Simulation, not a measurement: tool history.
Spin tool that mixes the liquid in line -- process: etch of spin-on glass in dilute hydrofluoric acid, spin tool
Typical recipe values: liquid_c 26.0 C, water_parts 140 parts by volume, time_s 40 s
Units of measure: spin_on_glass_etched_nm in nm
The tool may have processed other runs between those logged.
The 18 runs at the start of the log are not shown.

run	hour	liquid_c	water_parts	time_s	wafers since the last listed run	hours since the thermometer was replaced	hours since the hydrofluoric acid flow meter was replaced	hours since the gauge calibration	read-back film thickness of the spin-on glass reference wafer, read on the same gauge (nm)	spin_on_glass_etched_nm
19	183.2	29.0	175	40	125	823.8	836.4	311.0	120.01	7.13
20	190.6	26.0	95	30	102	831.2	843.8	318.4	120.00	9.55
21	208.5	27.5	100	65	248	849.1	861.7	336.3	120.00	21.17
22	216.2	26.0	140	40	106	856.8	869.4	344.0	120.01	8.40
# hour 217.7: gauge calibrated
23	232.0	28.5	140	35	219	872.6	885.2	14.3	120.00	7.99
# hour 235.0: thermometer replaced
24	249.8	30.5	105	20	233	14.8	903.0	32.1	120.02	6.79
# hour 251.6: hydrofluoric acid flow meter replaced
25	262.1	26.0	140	40	156	27.1	10.5	44.4	119.99	7.42
26	272.0	28.5	140	65	137	37.0	20.4	54.3	120.01	13.20
27	284.5	26.0	190	25	173	49.5	32.9	66.8	120.02	3.21
28	298.6	26.0	140	40	195	63.6	47.0	80.9	120.01	7.39
29	307.3	28.5	175	15	120	72.3	55.7	89.6	120.00	2.35
30	324.4	26.0	140	40	237	89.4	72.8	106.7	119.99	7.37
31	332.2	26.0	95	30	108	97.2	80.6	114.5	120.00	8.80
32	348.3	28.0	180	25	223	113.3	96.7	130.6	120.01	3.73
33	366.1	22.5	140	40	247	131.1	114.5	148.4	119.99	6.50

Alternative continuations, all from the tool just after run 33; predict every row:
A	366.5	26.0	165	40	5	131.5	114.9	148.8	?	?
B	366.5	21.0	115	40	5	131.5	114.9	148.8	?	?
C	366.5	28.0	160	40	5	131.5	114.9	148.8	?	?
D	366.5	26.0	105	25	5	131.5	114.9	148.8	?	?
E	366.5	29.0	140	40	5	131.5	114.9	148.8	?	?

run	read-back film thickness of the spin-on glass reference wafer, read on the same gauge (nm)	spin_on_glass_etched_nm
A	119.98	6.19
B	119.98	7.74
C	119.98	6.91
D	119.98	6.54
E	119.98	8.40
Stripped of hidden state, with their random variation kept, the same runs would have yielded:
run	spin_on_glass_etched_nm
A	6.07
B	7.60
C	6.77
D	6.41
E	8.24
